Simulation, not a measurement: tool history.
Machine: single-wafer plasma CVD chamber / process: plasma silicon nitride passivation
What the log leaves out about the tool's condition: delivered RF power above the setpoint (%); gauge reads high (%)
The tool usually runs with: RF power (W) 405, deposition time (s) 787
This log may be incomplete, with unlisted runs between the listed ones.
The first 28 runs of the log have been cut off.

run    hour  RF power (W)  deposition time (s)  wafers since the last listed run  hours since the last RF generator calibration  hours since the showerhead was replaced  hours since the gauge calibration  read-back reference wafer on the same gauge, thickness_nm  mean film thickness on the monitor wafer (angstrom)
 29  1504.4           455                  787                                59                                          778.5                                    237.6                              846.9                                                   1171.113                                             10636.30
 30  1554.4           380                  636                                95                                          828.5                                    287.6                              896.9                                                   1169.523                                              8234.00
 31  1624.5           430                  787                               134                                          898.6                                    357.7                              967.0                                                   1170.975                                             10482.44
 32  1678.7           405                  787                               103                                          952.8                                    411.9                             1021.2                                                   1169.808                                             10374.81
 33  1727.3           360                  745                                93                                         1001.4                                    460.5                             1069.8                                                   1170.090                                              9546.10
 34  1778.6           430                  740                                98                                         1052.7                                    511.8                             1121.1                                                   1169.808                                              9868.94
 35  1817.8           405                  787                                75                                         1091.9                                    551.0                             1160.3                                                   1170.359                                             10361.74
 36  1859.6           375                  747                                80                                         1133.7                                    592.8                             1202.1                                                   1170.796                                              9684.24
 37  1884.2           405                  787                                47                                         1158.3                                    617.4                             1226.7                                                   1170.420                                             10371.56
 38  1948.9           330                  787                               123                                         1223.0                                    682.1                             1291.4                                                   1169.928                                              9851.59
 39  2005.1           375                  657                               107                                         1279.2                                    738.3                             1347.6                                                   1169.052                                              8525.61
 40  2052.9           445                  700                                91                                         1327.0                                    786.1                             1395.4                                                   1169.101                                              9332.20
     2061.1  -- gauge calibrated
 41  2092.4           405                  787                                75                                         1366.5                                    825.6                               31.3                                                   1169.277                                             10318.17
 42  2161.1           330                  655                               131                                         1435.2                                    894.3                              100.0                                                   1170.633                                              8229.81
 43  2190.7           355                  878                                56                                         1464.8                                    923.9                              129.6                                                   1169.170                                             11201.72

Branching from run 43: 4 alternative next runs. What would each branch give?
  A  2191.3           405                  684                                 1                                         1465.4                                    924.5                              130.2                                                          ?                                                    ?
  B  2191.3           440                  715                                 1                                         1465.4                                    924.5                              130.2                                                          ?                                                    ?
  C  2191.3           460                  906                                 1                                         1465.4                                    924.5                              130.2                                                          ?                                                    ?
  D  2191.3           425                  877                                 1                                         1465.4                                    924.5                              130.2                                                          ?                                                    ?

run  read-back reference wafer on the same gauge, thickness_nm  mean film thickness on the monitor wafer (angstrom)
  A                                                   1169.548                                              8981.82
  B                                                   1169.548                                              9568.35
  C                                                   1169.548                                             12249.97
  D                                                   1169.548                                             11643.13
Stripped of hidden state, with their random variation kept, the same runs would have yielded:
run  mean film thickness on the monitor wafer (angstrom)
  A                                              9038.14
  B                                              9628.35
  C                                             12326.79
  D                                             11716.15
